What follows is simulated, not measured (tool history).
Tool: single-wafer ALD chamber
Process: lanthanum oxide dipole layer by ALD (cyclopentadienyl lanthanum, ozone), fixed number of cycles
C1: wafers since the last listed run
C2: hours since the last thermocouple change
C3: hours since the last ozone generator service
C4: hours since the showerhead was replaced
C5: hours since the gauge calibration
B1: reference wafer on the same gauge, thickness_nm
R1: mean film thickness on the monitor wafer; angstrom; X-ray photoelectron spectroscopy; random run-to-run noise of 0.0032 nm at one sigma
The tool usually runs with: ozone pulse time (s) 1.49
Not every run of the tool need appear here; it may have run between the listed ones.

{"run": 1, "day": 0.0, "ozone pulse time (s)": 1.49, "C1": 0, "C2": 1947.2, "C3": 1417.6, "C4": 3517, "C5": 146.1, "B1": 0.474, "R1": 4.75}
{"run": 2, "day": 0.642, "ozone pulse time (s)": 1.49, "C1": 261, "C2": 1962.6, "C3": 1433, "C4": 3532.4, "C5": 161.5, "B1": 0.473, "R1": 4.78}
{"run": 3, "day": 1.092, "ozone pulse time (s)": 1.71, "C1": 183, "C2": 1973.4, "C3": 1443.8, "C4": 3543.2, "C5": 172.3, "B1": 0.472, "R1": 4.94}
{"run": 4, "day": 1.683, "ozone pulse time (s)": 1.49, "C1": 240, "C2": 1987.6, "C3": 1458, "C4": 3557.4, "C5": 186.5, "B1": 0.474, "R1": 4.71}
{"day": 2.367, "done": "ozone generator serviced"}
{"run": 5, "day": 2.388, "ozone pulse time (s)": 1.49, "C1": 150, "C2": 2004.5, "C3": 0.5, "C4": 3574.3, "C5": 203.4, "B1": 0.472, "R1": 5.45}
{"run": 6, "day": 2.758, "ozone pulse time (s)": 1.49, "C1": 150, "C2": 2013.4, "C3": 9.4, "C4": 3583.2, "C5": 212.3, "B1": 0.473, "R1": 5.46}
{"run": 7, "day": 3.454, "ozone pulse time (s)": 1.09, "C1": 283, "C2": 2030.1, "C3": 26.1, "C4": 3599.9, "C5": 229, "B1": 0.473, "R1": 4.94}
{"run": 8, "day": 3.8, "ozone pulse time (s)": 1.49, "C1": 140, "C2": 2038.4, "C3": 34.4, "C4": 3608.2, "C5": 237.3, "B1": 0.473, "R1": 5.44}
{"day": 4.375, "done": "thermocouple changed; heater temperature recalibrated"}
{"run": 9, "day": 4.396, "ozone pulse time (s)": 1.49, "C1": 106, "C2": 0.5, "C3": 48.7, "C4": 3622.5, "C5": 251.6, "B1": 0.473, "R1": 5.38}
{"run": 10, "day": 4.408, "ozone pulse time (s)": 1.49, "C1": 5, "C2": 0.8, "C3": 49, "C4": 3622.8, "C5": 251.9, "B1": 0.473, "R1": 5.53}
{"run": 11, "day": 4.879, "ozone pulse time (s)": 1.49, "C1": 191, "C2": 12.1, "C3": 60.3, "C4": 3634.1, "C5": 263.2, "B1": 0.472, "R1": 5.45}
{"day": 5.058, "done": "gauge calibrated"}
{"run": 12, "day": 5.621, "ozone pulse time (s)": 1.49, "C1": 301, "C2": 29.9, "C3": 78.1, "C4": 3651.9, "C5": 13.5, "B1": 0.473, "R1": 5.48}
{"run": 13, "day": 6.008, "ozone pulse time (s)": 1.49, "C1": 157, "C2": 39.2, "C3": 87.4, "C4": 3661.2, "C5": 22.8, "B1": 0.473, "R1": 5.44}
{"run": 14, "day": 6.454, "ozone pulse time (s)": 1.49, "C1": 181, "C2": 49.9, "C3": 98.1, "C4": 3671.9, "C5": 33.5, "B1": 0.473, "R1": 5.43}
{"run": 15, "day": 6.733, "ozone pulse time (s)": 1.49, "C1": 113, "C2": 56.6, "C3": 104.8, "C4": 3678.6, "C5": 40.2, "B1": 0.474, "R1": 5.4}
{"run": 16, "day": 7.083, "ozone pulse time (s)": 1.75, "C1": 142, "C2": 65, "C3": 113.2, "C4": 3687, "C5": 48.6, "B1": 0.473, "R1": 5.57}
{"run": 17, "day": 7.575, "ozone pulse time (s)": 1.49, "C1": 200, "C2": 76.8, "C3": 125, "C4": 3698.8, "C5": 60.4, "B1": 0.473, "R1": 5.42}
{"run": 18, "day": 8.0, "ozone pulse time (s)": 1.49, "C1": 172, "C2": 87, "C3": 135.2, "C4": 3709, "C5": 70.6, "B1": 0.473, "R1": 5.52}
{"run": 19, "day": 8.458, "ozone pulse time (s)": 1.11, "C1": 186, "C2": 98, "C3": 146.2, "C4": 3720, "C5": 81.6, "B1": 0.472, "R1": 4.99}
{"run": 20, "day": 8.754, "ozone pulse time (s)": 1.96, "C1": 120, "C2": 105.1, "C3": 153.3, "C4": 3727.1, "C5": 88.7, "B1": 0.474, "R1": 5.74}
{"run": 21, "day": 9.229, "ozone pulse time (s)": 1.67, "C1": 193, "C2": 116.5, "C3": 164.7, "C4": 3738.5, "C5": 100.1, "B1": 0.473, "R1": 5.58}
{"run": 22, "day": 9.896, "ozone pulse time (s)": 1.79, "C1": 271, "C2": 132.5, "C3": 180.7, "C4": 3754.5, "C5": 116.1, "B1": 0.473, "R1": 5.59}
{"day": 10.333, "done": "showerhead replaced"}
{"run": 23, "day": 10.354, "ozone pulse time (s)": 2.03, "C1": 50, "C2": 143.5, "C3": 191.7, "C4": 0.5, "C5": 127.1, "B1": 0.473, "R1": 5.72}
{"run": 24, "day": 10.746, "ozone pulse time (s)": 1.73, "C1": 159, "C2": 152.9, "C3": 201.1, "C4": 9.9, "C5": 136.5, "B1": 0.474, "R1": 5.61}
{"run": 25, "day": 11.262, "ozone pulse time (s)": 1.66, "C1": 210, "C2": 165.3, "C3": 213.5, "C4": 22.3, "C5": 148.9, "B1": 0.473, "R1": 5.53}
{"run": 26, "day": 11.708, "ozone pulse time (s)": 1.01, "C1": 181, "C2": 176, "C3": 224.2, "C4": 33, "C5": 159.6, "B1": 0.473, "R1": 4.75}
{"run": 27, "day": 12.133, "ozone pulse time (s)": 1.33, "C1": 172, "C2": 186.2, "C3": 234.4, "C4": 43.2, "C5": 169.8, "B1": 0.472, "R1": 5.28}
{"run": 28, "day": 12.404, "ozone pulse time (s)": 1.49, "C1": 110, "C2": 192.7, "C3": 240.9, "C4": 49.7, "C5": 176.3, "B1": 0.473, "R1": 5.46}
{"run": 29, "day": 13.812, "ozone pulse time (s)": 2.08, "C1": 573, "C2": 226.5, "C3": 274.7, "C4": 83.5, "C5": 210.1, "B1": 0.473, "R1": 5.68}
{"run": 30, "day": 14.158, "ozone pulse time (s)": 0.92, "C1": 140, "C2": 234.8, "C3": 283, "C4": 91.8, "C5": 218.4, "B1": 0.474, "R1": 4.57}
{"run": 31, "day": 14.888, "ozone pulse time (s)": 1.78, "C1": 296, "C2": 252.3, "C3": 300.5, "C4": 109.3, "C5": 235.9, "B1": 0.472, "R1": 5.63}
{"run": 32, "day": 15.15, "ozone pulse time (s)": 1.93, "C1": 106, "C2": 258.6, "C3": 306.8, "C4": 115.6, "C5": 242.2, "B1": 0.473, "R1": 5.56}
{"run": 33, "day": 15.579, "ozone pulse time (s)": 1.25, "C1": 174, "C2": 268.9, "C3": 317.1, "C4": 125.9, "C5": 252.5, "B1": 0.473, "R1": 5.12}
{"run": 34, "day": 15.967, "ozone pulse time (s)": 1.14, "C1": 157, "C2": 278.2, "C3": 326.4, "C4": 135.2, "C5": 261.8, "B1": 0.473, "R1": 4.97}

Difference, measured minus no-hidden-state, one row per run. Run-to-run variation is common to both terms; the gauge's own scatter need not be:
Hidden conditions of the tool in this case: wafer temperature above the value expected at the setpoint (K); ozone dose above that of a generator just serviced (%); gauge reads high (%).
run=1 R1=-0.72
run=2 R1=-0.75
run=3 R1=-0.61
run=4 R1=-0.8
run=5 R1=-0.04
run=6 R1=-0.03
run=7 R1=-0.05
run=8 R1=-0.03
run=9 R1=-0.03
run=10 R1=-0.03
run=11 R1=-0.04
run=12 R1=-0.04
run=13 R1=-0.03
run=14 R1=-0.03
run=15 R1=-0.03
run=16 R1=-0.02
run=17 R1=-0.04
run=18 R1=-0.04
run=19 R1=-0.06
run=20 R1=-0.02
run=21 R1=-0.03
run=22 R1=-0.02
run=23 R1=-0.01
run=24 R1=-0.02
run=25 R1=-0.03
run=26 R1=-0.08
run=27 R1=-0.05
run=28 R1=-0.04
run=29 R1=-0.02
run=30 R1=-0.09
run=31 R1=-0.03
run=32 R1=-0.03
run=33 R1=-0.07
run=34 R1=-0.08
